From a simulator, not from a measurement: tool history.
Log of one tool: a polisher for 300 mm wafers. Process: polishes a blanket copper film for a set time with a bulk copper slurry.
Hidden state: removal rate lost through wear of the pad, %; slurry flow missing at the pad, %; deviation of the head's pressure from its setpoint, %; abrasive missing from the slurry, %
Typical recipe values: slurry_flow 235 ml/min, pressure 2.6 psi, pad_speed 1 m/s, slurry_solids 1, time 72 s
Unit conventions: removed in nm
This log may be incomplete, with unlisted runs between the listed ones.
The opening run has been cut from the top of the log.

run	hour	slurry_flow	pressure	pad_speed	slurry_solids	time	wafers since the last listed run	wafers polished on this pad	hours since the slurry nozzle was cleaned	hours since the head pressure was calibrated	hours since the slurry blender was calibrated	incoming thickness of the incoming film, nm	removed
2	13.7	235	2.6	1	1	72	92	329	213.3	1019.1	312.6	4295.1	598.1
3	22.2	235	2.6	1	1	72	57	387	221.8	1027.6	321.1	4198.6	594.2
4	38.9	235	2.6	1	1	72	113	500	238.5	1044.3	337.8	4225.1	582
# hour 44.1: worn pad replaced by a new one
5	50.1	290	2.6	1	1	86	48	40	249.7	1055.5	349	4295.1	715
6	60.4	290	2.6	1	1	86	69	110	260	1065.8	359.3	4252.8	713.6
7	70	235	2.6	1	1	72	65	175	269.6	1075.4	368.9	4316.6	596.5
8	76.6	235	2.6	1	1	72	44	220	276.2	1082	375.5	4262	578
# hour 123.5: worn pad replaced by a new one
9	128	235	2.6	1	1	72	321	30	327.6	1133.4	426.9	4189	583.8
10	137.4	235	2.2	1.28	1	72	63	94	337	1142.8	436.3	4268.3	614.4
11	147	235	2.2	1.28	1	72	65	159	346.6	1152.4	445.9	4219.9	616.7
12	155.5	235	2.2	1.28	1	72	57	217	355.1	1160.9	454.4	4272.9	640.1
# hour 160.2: slurry blender recalibrated
13	165.5	235	2.6	1.3	1	72	54	271	365.1	1170.9	5.3	4329.5	798.4
# hour 177.7: slurry nozzle cleaned
14	178.9	235	2	1	1.15	54	84	355	1.2	1184.3	18.7	4178.2	366.5
15	194.8	235	2.6	1	1	60	107	463	17.1	1200.2	34.6	4202	507.8
16	202.2	235	2.6	1	0.75	72	50	513	24.5	1207.6	42	4314	583.9
# hour 208.3: head pressure recalibrated
17	211.2	235	2.6	1	1	72	47	561	33.5	2.9	51	4257.1	595.7
# hour 218.9: worn pad replaced by a new one
18	219.4	235	3.4	1	1.3	72	28	3	41.7	11.1	59.2	4315.6	806.5
19	235	235	2.6	1.34	0.75	72	105	109	57.3	26.7	74.8	4212.6	776.8

Forecast run 20:
20	247.4	290	3.2	0.66	1	72	84	193	69.7	39.1	87.2	4211	?

{"run 20": {"removed": 509.1}}
On a tool with no hidden condition, and with the same random variation, this run would have come out at removed 510.3 nm.
